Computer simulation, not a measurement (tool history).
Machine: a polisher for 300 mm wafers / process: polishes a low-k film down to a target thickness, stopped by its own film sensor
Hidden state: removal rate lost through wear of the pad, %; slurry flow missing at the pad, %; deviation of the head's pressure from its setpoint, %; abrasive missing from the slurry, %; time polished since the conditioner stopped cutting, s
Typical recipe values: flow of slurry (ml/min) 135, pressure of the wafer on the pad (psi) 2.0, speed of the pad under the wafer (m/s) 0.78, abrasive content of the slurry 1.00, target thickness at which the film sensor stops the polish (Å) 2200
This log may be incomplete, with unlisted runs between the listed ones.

| run | day | flow of slurry (ml/min) | pressure of the wafer on the pad (psi) | speed of the pad under the wafer (m/s) | abrasive content of the slurry | target thickness at which the film sensor stops the polish (Å) | wafers since the last listed run | wafers polished on this pad | hours since the slurry nozzle was cleaned | hours since the head pressure was calibrated | hours since the slurry blender was calibrated | hours since the conditioning disc was replaced | incoming thickness of the incoming film, nm | time until the film sensor stopped the polish (s) |
|---|---|---|---|---|---|---|---|---|---|---|---|---|---|---|
| 1 | 0.000 | 135 | 2.0 | 0.78 | 1.00 | 2200 | 0 | 882 | 121.4 | 715.8 | 56.6 | 19.8 | 258.3 | 148.0 |
|  | 0.350 | worn pad replaced by a new one |
| 2 | 0.367 | 135 | 2.0 | 0.78 | 1.00 | 2200 | 52 | 4 | 130.2 | 724.6 | 65.4 | 28.6 | 257.8 | 148.0 |
| 3 | 0.679 | 135 | 2.0 | 0.78 | 1.00 | 2200 | 82 | 86 | 137.7 | 732.1 | 72.9 | 36.1 | 260.3 | 162.5 |
| 4 | 1.346 | 135 | 2.0 | 0.78 | 1.00 | 2200 | 175 | 262 | 153.7 | 748.1 | 88.9 | 52.1 | 262.6 | 167.1 |
| 5 | 1.917 | 135 | 1.7 | 0.56 | 1.00 | 2130 | 150 | 412 | 167.4 | 761.8 | 102.6 | 65.8 | 258.0 | 258.1 |
| 6 | 2.408 | 135 | 2.0 | 0.78 | 1.10 | 2200 | 129 | 542 | 179.2 | 773.6 | 114.4 | 77.6 | 259.0 | 144.9 |
| 7 | 3.088 | 135 | 2.0 | 0.78 | 1.00 | 2200 | 178 | 721 | 195.5 | 789.9 | 130.7 | 93.9 | 262.7 | 171.6 |
|  | 3.325 | head pressure recalibrated |
|  | 3.354 | conditioning disc replaced and pad reconditioned, repeated, since the last time left the tool worse |
| 8 | 3.833 | 170 | 2.4 | 0.78 | 1.00 | 2290 | 165 | 887 | 213.4 | 12.2 | 148.6 | 11.5 | 257.5 | 74.3 |
| 9 | 4.575 | 135 | 2.0 | 0.78 | 1.00 | 2320 | 195 | 1082 | 231.2 | 30.0 | 166.4 | 29.3 | 259.5 | 93.7 |
|  | 4.846 | worn pad replaced by a new one |
| 10 | 5.083 | 135 | 2.7 | 1.04 | 1.00 | 2280 | 90 | 63 | 243.4 | 42.2 | 178.6 | 41.5 | 261.0 | 66.4 |
| 11 | 5.467 | 135 | 2.0 | 0.78 | 1.00 | 2200 | 100 | 164 | 252.6 | 51.4 | 187.8 | 50.7 | 264.5 | 147.1 |
| 12 | 5.933 | 160 | 2.7 | 0.78 | 0.85 | 2290 | 122 | 286 | 263.8 | 62.6 | 199.0 | 61.9 | 259.7 | 85.2 |
|  | 6.162 | slurry blender recalibrated |
| 13 | 6.438 | 135 | 2.0 | 0.78 | 1.00 | 2200 | 110 | 397 | 275.9 | 74.7 | 6.6 | 74.0 | 261.7 | 139.7 |
| 14 | 7.008 | 135 | 2.0 | 0.54 | 1.00 | 2200 | 150 | 548 | 289.6 | 88.4 | 20.3 | 87.7 | 258.4 | 173.9 |
| 15 | 7.442 | 135 | 2.6 | 0.78 | 0.90 | 2120 | 114 | 662 | 300.0 | 98.8 | 30.7 | 98.1 | 255.3 | 125.7 |
|  | 7.712 | slurry nozzle cleaned |
| 16 | 8.129 | 135 | 1.7 | 0.78 | 1.20 | 2290 | 170 | 832 | 10.0 | 115.3 | 47.2 | 114.6 | 261.7 | 125.7 |
| 17 | 8.871 | 135 | 2.0 | 0.78 | 1.00 | 2200 | 195 | 1027 | 27.8 | 133.1 | 65.0 | 132.4 | 254.4 | 122.1 |
|  | 9.154 | worn pad replaced by a new one |
| 18 | 9.362 | 135 | 2.0 | 0.78 | 1.00 | 2200 | 85 | 55 | 39.6 | 144.9 | 76.8 | 144.2 | 256.2 | 129.2 |
| 19 | 10.183 | 120 | 2.0 | 0.78 | 1.00 | 2200 | 216 | 271 | 59.3 | 164.6 | 96.5 | 163.9 | 260.4 | 145.5 |
| 20 | 10.542 | 160 | 2.0 | 0.70 | 1.00 | 2240 | 94 | 366 | 67.9 | 173.2 | 105.1 | 172.5 | 260.7 | 136.6 |
| 21 | 11.096 | 160 | 2.0 | 0.78 | 1.10 | 2200 | 145 | 512 | 81.2 | 186.5 | 118.4 | 185.8 | 260.5 | 132.4 |
| 22 | 11.421 | 135 | 2.5 | 0.94 | 1.00 | 2060 | 85 | 597 | 89.0 | 194.3 | 126.2 | 193.6 | 260.3 | 134.0 |
| 23 | 11.854 | 165 | 2.5 | 0.78 | 1.00 | 2120 | 114 | 711 | 99.4 | 204.7 | 136.6 | 204.0 | 260.7 | 135.5 |
|  | 12.429 | conditioning disc replaced and pad reconditioned |
|  | 12.708 | worn pad replaced by a new one |
| 24 | 12.729 | 135 | 2.0 | 0.78 | 1.00 | 2200 | 164 | 5 | 120.4 | 225.7 | 157.6 | 7.2 | 255.4 | 119.5 |

Branching from run 24: 5 alternative next runs. What would each branch give?
| A | 12.750 | 135 | 2.0 | 0.78 | 1.00 | 2200 | 5 | 11 | 120.9 | 226.2 | 158.1 | 7.7 | 261.9 | ? |
| B | 12.750 | 135 | 2.0 | 0.78 | 1.00 | 2120 | 5 | 11 | 120.9 | 226.2 | 158.1 | 7.7 | 261.9 | ? |
| C | 12.750 | 170 | 2.6 | 0.78 | 0.90 | 2330 | 5 | 11 | 120.9 | 226.2 | 158.1 | 7.7 | 261.9 | ? |
| D | 12.750 | 135 | 1.6 | 0.78 | 1.00 | 2200 | 5 | 11 | 120.9 | 226.2 | 158.1 | 7.7 | 261.9 | ? |
| E | 12.750 | 135 | 2.0 | 0.50 | 1.00 | 2200 | 5 | 11 | 120.9 | 226.2 | 158.1 | 7.7 | 261.9 | ? |

| run | time until the film sensor stopped the polish (s) |
|---|---|
| A | 140.6 |
| B | 167.5 |
| C | 77.0 |
| D | 174.8 |
| E | 198.7 |
What these runs would have given with no unlogged condition in the tool:
| run | time until the film sensor stopped the polish (s) |
|---|---|
| A | 136.0 |
| B | 162.0 |
| C | 73.9 |
| D | 170.1 |
| E | 194.2 |
